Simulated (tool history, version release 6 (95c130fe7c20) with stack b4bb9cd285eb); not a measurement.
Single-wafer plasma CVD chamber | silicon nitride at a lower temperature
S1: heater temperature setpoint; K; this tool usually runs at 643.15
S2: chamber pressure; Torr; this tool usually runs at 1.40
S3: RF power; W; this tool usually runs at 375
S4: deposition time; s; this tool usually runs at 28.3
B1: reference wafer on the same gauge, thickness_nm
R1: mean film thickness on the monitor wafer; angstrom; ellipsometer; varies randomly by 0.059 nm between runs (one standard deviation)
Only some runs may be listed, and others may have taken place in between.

| run | hour | S1 | S2 | S3 | S4 | B1 | R1 |
|---|---|---|---|---|---|---|---|
| 1 | 0.0 | 643.15 | 1.40 | 375 | 28.3 | 44.094 | 379.06 |
| 2 | 17.2 | 643.15 | 1.40 | 375 | 28.3 | 44.109 | 378.91 |
| 3 | 30.9 | 643.15 | 1.40 | 375 | 28.3 | 44.098 | 378.15 |
| 4 | 37.3 | 637.15 | 1.40 | 375 | 28.3 | 44.090 | 378.24 |
| 5 | 45.1 | 650.15 | 1.40 | 375 | 28.3 | 44.089 | 377.24 |
| 6 | 52.3 | 650.15 | 1.40 | 375 | 28.3 | 44.105 | 376.48 |
| 7 | 62.0 | 643.15 | 1.40 | 375 | 28.3 | 44.101 | 377.13 |
| 8 | 78.7 | 643.15 | 1.40 | 375 | 28.3 | 44.119 | 377.92 |
| 9 | 95.3 | 635.15 | 1.40 | 375 | 28.3 | 44.087 | 378.47 |
| 10 | 103.5 | 653.15 | 1.40 | 375 | 28.3 | 44.112 | 376.37 |
| 11 | 111.7 | 653.15 | 1.40 | 375 | 28.3 | 44.101 | 376.03 |
|  | 152.4 | showerhead replaced, of another model than before |
|  | 156.0 | thermocouple changed; heater temperature recalibrated |
| 12 | 156.5 | 653.15 | 1.40 | 375 | 28.3 | 44.102 | 366.44 |
| 13 | 159.4 | 643.15 | 1.40 | 360 | 28.3 | 44.106 | 355.50 |
|  | 170.6 | RF generator calibrated |
| 14 | 173.0 | 643.15 | 1.40 | 375 | 28.3 | 44.104 | 393.29 |
| 15 | 190.3 | 643.15 | 1.40 | 375 | 30.0 | 44.087 | 417.31 |
| 16 | 201.4 | 643.15 | 1.40 | 305 | 28.3 | 44.102 | 327.62 |
| 17 | 215.5 | 643.15 | 1.40 | 375 | 28.3 | 44.078 | 391.94 |
|  | 226.5 | capacitance manometer re-zeroed and calibrated |
| 18 | 227.4 | 654.15 | 1.40 | 405 | 28.3 | 44.101 | 415.25 |
| 19 | 245.3 | 654.15 | 1.40 | 405 | 28.3 | 44.093 | 412.73 |
|  | 249.2 | gauge calibrated |
| 20 | 252.8 | 636.15 | 1.40 | 375 | 28.3 | 44.089 | 391.20 |
| 21 | 260.2 | 633.15 | 1.23 | 420 | 26.5 | 44.108 | 383.94 |
| 22 | 277.3 | 656.15 | 1.40 | 375 | 28.3 | 44.096 | 386.27 |
| 23 | 291.8 | 655.15 | 1.26 | 375 | 25.3 | 44.109 | 335.04 |
| 24 | 309.6 | 643.15 | 1.54 | 375 | 28.3 | 44.111 | 400.52 |
| 25 | 317.5 | 632.15 | 1.58 | 320 | 29.9 | 44.104 | 374.22 |
| 26 | 331.7 | 643.15 | 1.05 | 375 | 28.3 | 44.092 | 352.69 |

Hidden state, per run?
wafer temperature above the value expected at the setpoint (K): 0 across all the runs
true pressure above the setpoint (%): 0 across all the runs
gauge reads high (%): 0 across all the runs
H1: delivered RF power above the setpoint (%)
| run | H1 |
|---|---|
| 1 | -8.02 |
| 2 | -8.03 |
| 3 | -8.04 |
| 4 | -8.05 |
| 5 | -8.05 |
| 6 | -8.06 |
| 7 | -8.07 |
| 8 | -8.08 |
| 9 | -8.09 |
| 10 | -8.1 |
| 11 | -8.1 |
| 12 | -8.14 |
| 13 | -8.14 |
| 14 | -0.339 |
| 15 | -0.545 |
| 16 | -0.675 |
| 17 | -0.836 |
| 18 | -0.97 |
| 19 | -1.17 |
| 20 | -1.25 |
| 21 | -1.33 |
| 22 | -1.51 |
| 23 | -1.66 |
| 24 | -1.83 |
| 25 | -1.91 |
| 26 | -2.05 |
